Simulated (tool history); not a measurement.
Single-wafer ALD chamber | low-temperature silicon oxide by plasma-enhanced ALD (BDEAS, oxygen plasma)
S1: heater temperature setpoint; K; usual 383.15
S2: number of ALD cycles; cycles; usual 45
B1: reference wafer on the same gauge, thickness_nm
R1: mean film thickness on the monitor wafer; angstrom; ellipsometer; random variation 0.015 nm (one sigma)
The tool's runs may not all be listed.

Run 1, hour 0.0: usual settings but S1 393.15 K; B1 5.891. Result: R1 60.14 angstrom.
Run 2, hour 17.2: usual settings but S1 393.15 K; B1 5.889. Result: R1 60.47 angstrom.
Run 3, hour 29.5: usual settings; B1 5.895. Result: R1 61.75 angstrom.
Run 4, hour 46.1: usual settings but S2 41 cycles; B1 5.888. Result: R1 55.95 angstrom.
Run 5, hour 81.5: usual settings but S2 41 cycles; B1 5.890. Result: R1 56.19 angstrom.
Run 6, hour 97.9: usual settings but S2 41 cycles; B1 5.890. Result: R1 56.40 angstrom.
Run 7, hour 126.5: usual settings but S2 49 cycles; B1 5.893. Result: R1 66.95 angstrom.
Run 8, hour 156.2: usual settings but S2 49 cycles; B1 5.892. Result: R1 67.53 angstrom.
Run 9, hour 190.3: usual settings but S2 40 cycles; B1 5.889. Result: R1 54.90 angstrom.
Run 10, hour 244.3: usual settings but S2 40 cycles; B1 5.888. Result: R1 55.03 angstrom.
Run 11, hour 263.6: usual settings but S2 40 cycles; B1 5.890. Result: R1 55.05 angstrom.
Run 12, hour 285.6: usual settings but S1 379.15 K; B1 5.891. Result: R1 62.12 angstrom.
Run 13, hour 321.4: usual settings but S1 393.15 K; B1 5.891. Result: R1 60.77 angstrom.
Run 14, hour 335.0: usual settings but S1 388.15 K; B1 5.890. Result: R1 61.17 angstrom.
At hour 354.4: thermocouple changed; heater temperature recalibrated.
Run 15, hour 426.3: usual settings but S1 377.15 K; B1 5.888. Result: R1 62.40 angstrom.
Run 16, hour 443.6: usual settings but S1 374.15 K, S2 51 cycles; B1 5.894. Result: R1 71.34 angstrom.
At hour 449.9: gauge calibrated.
Run 17, hour 457.9: usual settings but S1 374.15 K, S2 38 cycles; B1 5.886. Result: R1 53.09 angstrom.
Run 18, hour 491.2: usual settings but S1 371.15 K, S2 37 cycles; B1 5.889. Result: R1 52.42 angstrom.
Run 19, hour 515.9: usual settings; B1 5.893. Result: R1 61.76 angstrom.
Run 20, hour 536.5: usual settings but S1 390.15 K, S2 50 cycles; B1 5.894. Result: R1 67.70 angstrom.

Run 21 comes next. What will it give?
Run 21, hour 557.7: usual settings but S1 397.15 K; B1 ?. Result: R1 ?.

{"run 21": {"B1": 5.892, "R1": 59.87}}
Without the tool's hidden state the same run would have given R1 59.87 angstrom.

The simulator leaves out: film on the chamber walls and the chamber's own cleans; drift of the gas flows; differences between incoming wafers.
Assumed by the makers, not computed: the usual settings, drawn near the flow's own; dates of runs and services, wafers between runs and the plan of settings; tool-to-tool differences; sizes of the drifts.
